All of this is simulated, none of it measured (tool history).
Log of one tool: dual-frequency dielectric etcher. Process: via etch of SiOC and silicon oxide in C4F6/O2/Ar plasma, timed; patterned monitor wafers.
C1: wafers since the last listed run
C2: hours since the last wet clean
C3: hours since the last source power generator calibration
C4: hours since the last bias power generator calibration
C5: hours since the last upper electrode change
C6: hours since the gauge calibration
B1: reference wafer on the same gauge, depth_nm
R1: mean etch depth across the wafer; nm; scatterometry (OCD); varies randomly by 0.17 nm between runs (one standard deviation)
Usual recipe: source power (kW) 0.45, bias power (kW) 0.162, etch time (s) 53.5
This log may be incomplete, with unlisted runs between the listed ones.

Run 1, hour 0: usual settings; C1 0; C2 333.1; C3 4007.5; C4 3559.7; C5 1926; C6 79.6; B1 70.2. Result: R1 66.1 nm.
Run 2, hour 9.5: usual settings but bias power (kW) 0.134; C1 95; C2 342.6; C3 4017; C4 3569.2; C5 1935.5; C6 89.1; B1 70.2. Result: R1 61.9 nm.
Run 3, hour 20.6: usual settings but bias power (kW) 0.134; C1 112; C2 353.7; C3 4028.1; C4 3580.3; C5 1946.6; C6 100.2; B1 70.2. Result: R1 61.9 nm.
Run 4, hour 36.6: usual settings; C1 161; C2 369.7; C3 4044.1; C4 3596.3; C5 1962.6; C6 116.2; B1 70.2. Result: R1 66.3 nm.
Run 5, hour 47.5: usual settings; C1 110; C2 380.6; C3 4055; C4 3607.2; C5 1973.5; C6 127.1; B1 70.2. Result: R1 66.2 nm.
At hour 77.4: wet clean of the chamber.
Run 6, hour 77.9: usual settings but etch time (s) 42.5; C1 64; C2 0.5; C3 4085.4; C4 3637.6; C5 2003.9; C6 157.5; B1 70.2. Result: R1 53 nm.
Run 7, hour 78.3: usual settings but etch time (s) 42.5; C1 4; C2 0.9; C3 4085.8; C4 3638; C5 2004.3; C6 157.9; B1 70.2. Result: R1 52.7 nm.
Run 8, hour 78.6: usual settings; C1 3; C2 1.2; C3 4086.1; C4 3638.3; C5 2004.6; C6 158.2; B1 70.2. Result: R1 66.4 nm.
Run 9, hour 89: usual settings but source power (kW) 0.39, bias power (kW) 0.133, etch time (s) 64.5; C1 105; C2 11.6; C3 4096.5; C4 3648.7; C5 2015; C6 168.6; B1 70.2. Result: R1 71.8 nm.
At hour 103.9: source power generator calibrated.
Run 10, hour 104.3: usual settings but source power (kW) 0.38, etch time (s) 46.5; C1 114; C2 26.9; C3 0.4; C4 3664; C5 2030.3; C6 183.9; B1 70.1. Result: R1 55.5 nm.
At hour 107.4: gauge calibrated.
At hour 113.8: bias power generator calibrated.
Run 11, hour 114.3: usual settings but source power (kW) 0.37, bias power (kW) 0.135, etch time (s) 49.5; C1 60; C2 36.9; C3 10.4; C4 0.5; C5 2040.3; C6 6.9; B1 70.2. Result: R1 55 nm.
At hour 142.8: upper electrode replaced.
Run 12, hour 143.3: usual settings but source power (kW) 0.42, bias power (kW) 0.177, etch time (s) 62; C1 50; C2 65.9; C3 39.4; C4 29.5; C5 0.5; C6 35.9; B1 70.2. Result: R1 78.3 nm.
Run 13, hour 143.6: usual settings but source power (kW) 0.54, etch time (s) 63; C1 3; C2 66.2; C3 39.7; C4 29.8; C5 0.8; C6 36.2; B1 70.2. Result: R1 81.1 nm.
Run 14, hour 155.8: usual settings but source power (kW) 0.54, etch time (s) 63; C1 123; C2 78.4; C3 51.9; C4 42; C5 13; C6 48.4; B1 70.2. Result: R1 81.3 nm.
Run 15, hour 165.4: usual settings but source power (kW) 0.49, bias power (kW) 0.19, etch time (s) 43.5; C1 96; C2 88; C3 61.5; C4 51.6; C5 22.6; C6 58; B1 70.2. Result: R1 58.4 nm.
Run 16, hour 179.7: usual settings but source power (kW) 0.42, bias power (kW) 0.136, etch time (s) 46.5; C1 144; C2 102.3; C3 75.8; C4 65.9; C5 36.9; C6 72.3; B1 70.2. Result: R1 53.2 nm.

5 ways to go on from here, each from the tool as it stands after run 16. What would each give?
Run A, hour 180.1: usual settings but source power (kW) 0.5; C1 4; C2 102.7; C3 76.2; C4 66.3; C5 37.3; C6 72.7; B1 ?. Result: R1 ?.
Run B, hour 180.1: usual settings but source power (kW) 0.4, bias power (kW) 0.186, etch time (s) 39; C1 4; C2 102.7; C3 76.2; C4 66.3; C5 37.3; C6 72.7; B1 ?. Result: R1 ?.
Run C, hour 180.1: usual settings but source power (kW) 0.37, bias power (kW) 0.19, etch time (s) 65; C1 4; C2 102.7; C3 76.2; C4 66.3; C5 37.3; C6 72.7; B1 ?. Result: R1 ?.
Run D, hour 180.1: usual settings but bias power (kW) 0.189, etch time (s) 58; C1 4; C2 102.7; C3 76.2; C4 66.3; C5 37.3; C6 72.7; B1 ?. Result: R1 ?.
Run E, hour 180.1: usual settings but bias power (kW) 0.193; C1 4; C2 102.7; C3 76.2; C4 66.3; C5 37.3; C6 72.7; B1 ?. Result: R1 ?.

run    B1    R1
  A  70.2  67.9
  B  70.2  49.7
  C  70.2  82.2
  D  70.2  76.2
  E  70.2  70.8
What these runs would have given with no unlogged condition in the tool:
run    R1
  A  67.9
  B  49.7
  C  82.2
  D  76.2
  E  70.8
